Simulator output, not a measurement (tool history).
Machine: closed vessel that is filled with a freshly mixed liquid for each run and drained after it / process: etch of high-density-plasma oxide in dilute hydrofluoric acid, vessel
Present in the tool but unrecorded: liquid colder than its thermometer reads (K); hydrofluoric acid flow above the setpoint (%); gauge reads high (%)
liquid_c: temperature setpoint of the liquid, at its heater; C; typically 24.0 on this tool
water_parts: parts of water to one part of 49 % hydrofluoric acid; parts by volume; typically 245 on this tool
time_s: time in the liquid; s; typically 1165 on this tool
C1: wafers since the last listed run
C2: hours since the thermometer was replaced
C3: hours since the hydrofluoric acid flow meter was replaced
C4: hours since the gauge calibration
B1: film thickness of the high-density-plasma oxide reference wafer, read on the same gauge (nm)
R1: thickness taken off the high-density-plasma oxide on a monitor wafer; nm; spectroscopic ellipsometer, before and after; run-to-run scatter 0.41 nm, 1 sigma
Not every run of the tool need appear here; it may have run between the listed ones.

Run 1, hour 0.0: usual settings; C1 0; C2 1357.6; C3 1238.7; C4 393.1; B1 30.00. Result: R1 44.44 nm.
Run 2, hour 32.0: usual settings; C1 1224; C2 1389.6; C3 1270.7; C4 425.1; B1 29.99. Result: R1 44.49 nm.
Run 3, hour 46.8: usual settings; C1 566; C2 1404.4; C3 1285.5; C4 439.9; B1 29.99. Result: R1 44.66 nm.
Run 4, hour 67.9: usual settings; C1 807; C2 1425.5; C3 1306.6; C4 461.0; B1 30.02. Result: R1 44.84 nm.
Run 5, hour 88.4: usual settings but water_parts 180 parts by volume; C1 784; C2 1446.0; C3 1327.1; C4 481.5; B1 29.99. Result: R1 65.90 nm.
Run 6, hour 108.5: usual settings but water_parts 180 parts by volume; C1 769; C2 1466.1; C3 1347.2; C4 501.6; B1 29.99. Result: R1 64.80 nm.
Run 7, hour 141.3: usual settings but water_parts 180 parts by volume; C1 1255; C2 1498.9; C3 1380.0; C4 534.4; B1 30.02. Result: R1 64.44 nm.
Run 8, hour 175.3: usual settings; C1 1301; C2 1532.9; C3 1414.0; C4 568.4; B1 29.99. Result: R1 44.78 nm.
At hour 192.7: thermometer replaced.
Run 9, hour 200.8: usual settings; C1 937; C2 8.1; C3 1439.5; C4 593.9; B1 30.01. Result: R1 44.67 nm.
Run 10, hour 265.9: usual settings but water_parts 190 parts by volume; C1 2491; C2 73.2; C3 1504.6; C4 659.0; B1 30.00. Result: R1 61.74 nm.
Run 11, hour 287.0: usual settings but liquid_c 21.5 C, water_parts 175 parts by volume, time_s 950 s; C1 807; C2 94.3; C3 1525.7; C4 680.1; B1 29.98. Result: R1 50.34 nm.
At hour 297.6: gauge calibrated.
Run 12, hour 394.5: usual settings but time_s 1825 s; C1 4114; C2 201.8; C3 1633.2; C4 96.9; B1 29.98. Result: R1 71.56 nm.
Run 13, hour 426.7: usual settings but water_parts 335 parts by volume, time_s 1790 s; C1 1232; C2 234.0; C3 1665.4; C4 129.1; B1 29.99. Result: R1 46.65 nm.
Run 14, hour 450.8: usual settings; C1 922; C2 258.1; C3 1689.5; C4 153.2; B1 30.02. Result: R1 44.47 nm.
At hour 470.5: hydrofluoric acid flow meter replaced.
Run 15, hour 472.4: usual settings but liquid_c 29.0 C, water_parts 195 parts by volume, time_s 1515 s; C1 788; C2 279.7; C3 1.9; C4 174.8; B1 30.01. Result: R1 93.42 nm.
Run 16, hour 506.5: usual settings but water_parts 130 parts by volume; C1 1305; C2 313.8; C3 36.0; C4 208.9; B1 30.02. Result: R1 96.46 nm.
Run 17, hour 526.7: usual settings but liquid_c 19.5 C, water_parts 200 parts by volume, time_s 950 s; C1 773; C2 334.0; C3 56.2; C4 229.1; B1 30.00. Result: R1 39.38 nm.
Run 18, hour 560.2: usual settings but liquid_c 27.0 C, water_parts 275 parts by volume, time_s 810 s; C1 1282; C2 367.5; C3 89.7; C4 262.6; B1 30.01. Result: R1 30.26 nm.
Run 19, hour 595.8: usual settings; C1 1362; C2 403.1; C3 125.3; C4 298.2; B1 30.01. Result: R1 44.99 nm.

Forecast each of these 5 alternatives for the next run:
Run A, hour 596.8: usual settings; C1 38; C2 404.1; C3 126.3; C4 299.2; B1 ?. Result: R1 ?.
Run B, hour 596.8: usual settings but liquid_c 22.0 C, water_parts 360 parts by volume; C1 38; C2 404.1; C3 126.3; C4 299.2; B1 ?. Result: R1 ?.
Run C, hour 596.8: usual settings but liquid_c 22.5 C; C1 38; C2 404.1; C3 126.3; C4 299.2; B1 ?. Result: R1 ?.
Run D, hour 596.8: usual settings but liquid_c 27.0 C, water_parts 145 parts by volume, time_s 550 s; C1 38; C2 404.1; C3 126.3; C4 299.2; B1 ?. Result: R1 ?.
Run E, hour 596.8: usual settings but liquid_c 20.5 C, time_s 1490 s; C1 38; C2 404.1; C3 126.3; C4 299.2; B1 ?. Result: R1 ?.

run     B1     R1
  A  30.01  44.59
  B  30.01  25.35
  C  30.01  42.24
  D  30.01  44.40
  E  30.01  50.17
With no hidden state in the tool, these same runs would have given:
run     R1
  A  44.59
  B  25.35
  C  42.24
  D  44.40
  E  50.17

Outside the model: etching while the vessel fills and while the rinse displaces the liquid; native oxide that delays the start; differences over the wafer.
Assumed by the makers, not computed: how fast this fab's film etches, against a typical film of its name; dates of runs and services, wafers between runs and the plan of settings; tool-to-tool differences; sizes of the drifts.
